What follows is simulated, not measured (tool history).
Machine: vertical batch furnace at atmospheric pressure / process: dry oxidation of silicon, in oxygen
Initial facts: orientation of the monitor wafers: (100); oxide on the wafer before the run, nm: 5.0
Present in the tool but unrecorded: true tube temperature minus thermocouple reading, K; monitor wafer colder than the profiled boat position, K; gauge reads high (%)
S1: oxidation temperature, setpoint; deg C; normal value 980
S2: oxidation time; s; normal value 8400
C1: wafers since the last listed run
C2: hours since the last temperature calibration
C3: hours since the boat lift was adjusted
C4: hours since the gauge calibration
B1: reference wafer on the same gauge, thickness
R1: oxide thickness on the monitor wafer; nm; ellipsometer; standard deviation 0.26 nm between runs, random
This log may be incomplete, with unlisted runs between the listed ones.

Run 1, hour 0: usual settings; C1 0; C2 2257.9; C3 5593.8; C4 819.7; B1 81.6. Result: R1 72.39 nm.
At hour 4.9: gauge calibrated.
Run 2, hour 162.5: usual settings; C1 1996; C2 2420.4; C3 5756.3; C4 157.6; B1 81.3. Result: R1 72.83 nm.
Run 3, hour 226.8: usual settings; C1 790; C2 2484.7; C3 5820.6; C4 221.9; B1 81.31. Result: R1 72.49 nm.
Run 4, hour 272.8: usual settings but S1 997 deg C, S2 9540 s; C1 565; C2 2530.7; C3 5866.6; C4 267.9; B1 81.37. Result: R1 92.22 nm.
Run 5, hour 307: usual settings; C1 420; C2 2564.9; C3 5900.8; C4 302.1; B1 81.35. Result: R1 72.14 nm.
Run 6, hour 372.8: usual settings; C1 808; C2 2630.7; C3 5966.6; C4 367.9; B1 81.33. Result: R1 72.6 nm.
Run 7, hour 406.7: usual settings; C1 416; C2 2664.6; C3 6000.5; C4 401.8; B1 81.34. Result: R1 71.94 nm.
Run 8, hour 518: usual settings but S1 971 deg C; C1 1367; C2 2775.9; C3 6111.8; C4 513.1; B1 81.33. Result: R1 67.34 nm.
Run 9, hour 550.2: usual settings but S1 971 deg C; C1 395; C2 2808.1; C3 6144; C4 545.3; B1 81.42. Result: R1 67.33 nm.
Run 10, hour 592.4: usual settings; C1 518; C2 2850.3; C3 6186.2; C4 587.5; B1 81.28. Result: R1 72.39 nm.
Run 11, hour 651.9: usual settings; C1 731; C2 2909.8; C3 6245.7; C4 647; B1 81.46. Result: R1 72.58 nm.
At hour 695.8: thermocouples replaced and temperature profile calibrated.
Run 12, hour 696.3: usual settings; C1 250; C2 0.5; C3 6290.1; C4 691.4; B1 81.41. Result: R1 68.94 nm.
Run 13, hour 703.4: usual settings; C1 87; C2 7.6; C3 6297.2; C4 698.5; B1 81.44. Result: R1 69.1 nm.
Run 14, hour 748.4: usual settings but S2 10440 s; C1 552; C2 52.6; C3 6342.2; C4 743.5; B1 81.46. Result: R1 79.99 nm.
Run 15, hour 793.6: usual settings but S2 5280 s; C1 555; C2 97.8; C3 6387.4; C4 788.7; B1 81.24. Result: R1 50.1 nm.
Run 16, hour 827.4: usual settings but S1 987 deg C, S2 10260 s; C1 415; C2 131.6; C3 6421.2; C4 822.5; B1 81.25. Result: R1 84.26 nm.
At hour 880.9: boat lift adjusted.
Run 17, hour 881.4: usual settings but S1 992 deg C, S2 5940 s; C1 368; C2 185.6; C3 0.5; C4 876.5; B1 81.44. Result: R1 60.73 nm.
Run 18, hour 905.7: usual settings but S1 995 deg C; C1 298; C2 209.9; C3 24.8; C4 900.8; B1 81.34. Result: R1 78.85 nm.
Run 19, hour 936: usual settings; C1 372; C2 240.2; C3 55.1; C4 931.1; B1 81.33. Result: R1 69.4 nm.
At hour 965.7: gauge calibrated.
Run 20, hour 1000.4: usual settings but S1 971 deg C; C1 791; C2 304.6; C3 119.5; C4 34.7; B1 81.36. Result: R1 64.9 nm.
Run 21, hour 1036.6: usual settings; C1 444; C2 340.8; C3 155.7; C4 70.9; B1 81.3. Result: R1 69.62 nm.

For run 22, what comes out?
Run 22, hour 1095.7: usual settings but S1 972 deg C, S2 4410 s; C1 726; C2 399.9; C3 214.8; C4 130; B1 ?. Result: R1 ?.

B1: 81.2
R1: 42.12 nm
If the tool had no hidden condition, the same run with the same run-to-run variation would have returned R1 41.6 nm.

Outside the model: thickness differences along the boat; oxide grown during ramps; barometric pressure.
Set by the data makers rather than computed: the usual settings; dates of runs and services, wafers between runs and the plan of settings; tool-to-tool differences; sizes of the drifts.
